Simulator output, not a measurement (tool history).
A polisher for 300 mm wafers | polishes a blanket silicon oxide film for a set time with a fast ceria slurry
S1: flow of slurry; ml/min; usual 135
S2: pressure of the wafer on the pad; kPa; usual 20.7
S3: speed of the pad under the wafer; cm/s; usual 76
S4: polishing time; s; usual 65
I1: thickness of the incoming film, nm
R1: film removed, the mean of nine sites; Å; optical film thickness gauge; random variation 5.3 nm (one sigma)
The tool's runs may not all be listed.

run   hour   S1    S2   S3  S4      I1     R1
  1    0.0  135  20.7   76  65  3710.9   7542
  2   22.2  135  22.8   96  65  3720.7  10299
  3   53.0  135  20.7   76  65  3775.2   7471
      81.2  -- worn pad replaced by a new one
  4   87.2  135  20.7   76  65  3731.1   7426
  5  118.0  120  15.2   76  65  3764.6   5395
  6  138.2  110  20.7   76  65  3757.9   7304
  7  169.3  110  20.7   76  65  3712.4   7145
  8  272.5  135  20.7   64  65  3677.8   6198
  9  285.1  135  20.7   64  65  3778.9   6243
 10  318.1  135  20.7   76  65  3758.3   7394
 11  341.6  135  22.1   76  75  3706.2   9097
     346.1  -- worn pad replaced by a new one
 12  360.0  135  22.1   76  75  3639.9   9175
 13  386.4  135  20.7   76  65  3651.8   7296
 14  420.7  135  20.7   76  65  3719.6   7406
 15  434.7  135  20.7   76  65  3685.9   7399
     443.7  -- slurry nozzle cleaned
 16  457.1  150  20.7   76  65  3764.5   7896
 17  487.7  135  20.7   76  65  3760.1   7597
 18  500.0  180  24.8   56  77  3691.7   8360
 19  529.5  105  16.5   64  65  3680.9   4930
     545.7  -- worn pad replaced by a new one
 20  563.7  135  20.7   76  65  3672.5   7606
 21  583.6  135  20.7   84  80  3775.6  10260
 22  600.3  135  26.9   76  65  3751.6   9771
 23  617.9  135  20.7   50  65  3707.0   4972
 24  634.7  135  20.7   84  87  3652.8  11218
 25  655.3  120  17.2  102  86  3698.4  10837
     674.3  -- head pressure recalibrated
 26  675.4  135  20.7   76  65  3687.8   7426
 27  711.2  135  27.6   76  72  3715.6  10931
 28  727.9  135  20.7   76  47  3703.3   5346
 29  761.0  175  23.4   70  77  3734.9   9559

The next listed run, before its measurement:
     789.1  -- worn pad replaced by a new one
 30  864.1  135  20.7  84  80  3719.9   ?

Run 30 gave R1 10196 Å.
Without the tool's hidden state the same run would have given R1 10598 Å.

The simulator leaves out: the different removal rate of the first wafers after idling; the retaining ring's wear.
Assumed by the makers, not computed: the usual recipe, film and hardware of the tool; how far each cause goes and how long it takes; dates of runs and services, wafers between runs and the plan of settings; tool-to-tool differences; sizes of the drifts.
